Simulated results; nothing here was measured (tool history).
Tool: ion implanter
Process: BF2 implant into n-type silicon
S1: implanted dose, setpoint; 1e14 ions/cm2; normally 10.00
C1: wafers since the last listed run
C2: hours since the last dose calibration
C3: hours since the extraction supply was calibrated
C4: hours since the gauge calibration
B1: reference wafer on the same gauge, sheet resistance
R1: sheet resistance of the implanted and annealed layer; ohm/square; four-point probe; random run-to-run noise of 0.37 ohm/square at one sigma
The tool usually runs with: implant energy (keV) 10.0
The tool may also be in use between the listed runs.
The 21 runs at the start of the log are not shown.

run 22 hour=570.6 | S1=8.56 implant_energy_(keV)=10.0 | C1=213 C2=133.6 C3=3484.8 C4=242.3 | B1=200.00 | R1=262.01
run 23 hour=594.6 | S1=10.00 implant_energy_(keV)=10.0 | C1=219 C2=157.6 C3=3508.8 C4=266.3 | B1=199.96 | R1=248.00
-- hour=619.2 extraction supply calibrated
run 24 hour=619.7 | S1=11.99 implant_energy_(keV)=10.0 | C1=156 C2=182.7 C3=0.5 C4=291.4 | B1=199.95 | R1=234.11
run 25 hour=639.7 | S1=12.20 implant_energy_(keV)=10.0 | C1=183 C2=202.7 C3=20.5 C4=311.4 | B1=200.04 | R1=233.20
run 26 hour=653.3 | S1=10.82 implant_energy_(keV)=6.5 | C1=124 C2=216.3 C3=34.1 C4=325.0 | B1=200.01 | R1=270.47
run 27 hour=678.4 | S1=7.11 implant_energy_(keV)=8.0 | C1=230 C2=241.4 C3=59.2 C4=350.1 | B1=200.00 | R1=305.91
run 28 hour=704.7 | S1=12.79 implant_energy_(keV)=6.5 | C1=241 C2=267.7 C3=85.5 C4=376.4 | B1=199.99 | R1=257.87
run 29 hour=733.1 | S1=10.00 implant_energy_(keV)=10.0 | C1=260 C2=296.1 C3=113.9 C4=404.8 | B1=199.98 | R1=247.34
run 30 hour=761.7 | S1=12.68 implant_energy_(keV)=12.5 | C1=262 C2=324.7 C3=142.5 C4=433.4 | B1=199.99 | R1=215.51
run 31 hour=792.7 | S1=10.00 implant_energy_(keV)=10.0 | C1=284 C2=355.7 C3=173.5 C4=464.4 | B1=199.99 | R1=246.67

5 ways to go on from here, each from the tool as it stands after run 31. What would each give?
run A hour=793.1 | S1=10.00 implant_energy_(keV)=9.0 | C1=3 C2=356.1 C3=173.9 C4=464.8 | B1=? | R1=?
run B hour=793.1 | S1=8.06 implant_energy_(keV)=8.5 | C1=3 C2=356.1 C3=173.9 C4=464.8 | B1=? | R1=?
run C hour=793.1 | S1=11.48 implant_energy_(keV)=8.0 | C1=3 C2=356.1 C3=173.9 C4=464.8 | B1=? | R1=?
run D hour=793.1 | S1=11.98 implant_energy_(keV)=7.0 | C1=3 C2=356.1 C3=173.9 C4=464.8 | B1=? | R1=?
run E hour=793.1 | S1=8.08 implant_energy_(keV)=11.5 | C1=3 C2=356.1 C3=173.9 C4=464.8 | B1=? | R1=?

run=A B1=199.95 R1=254.46
run=B B1=199.95 R1=281.97
run=C B1=199.95 R1=251.46
run=D B1=199.95 R1=257.05
run=E B1=199.95 R1=256.53
Stripped of hidden state, with their random variation kept, the same runs would have yielded:
run=A R1=255.47
run=B R1=283.39
run=C R1=252.26
run=D R1=257.82
run=E R1=257.76
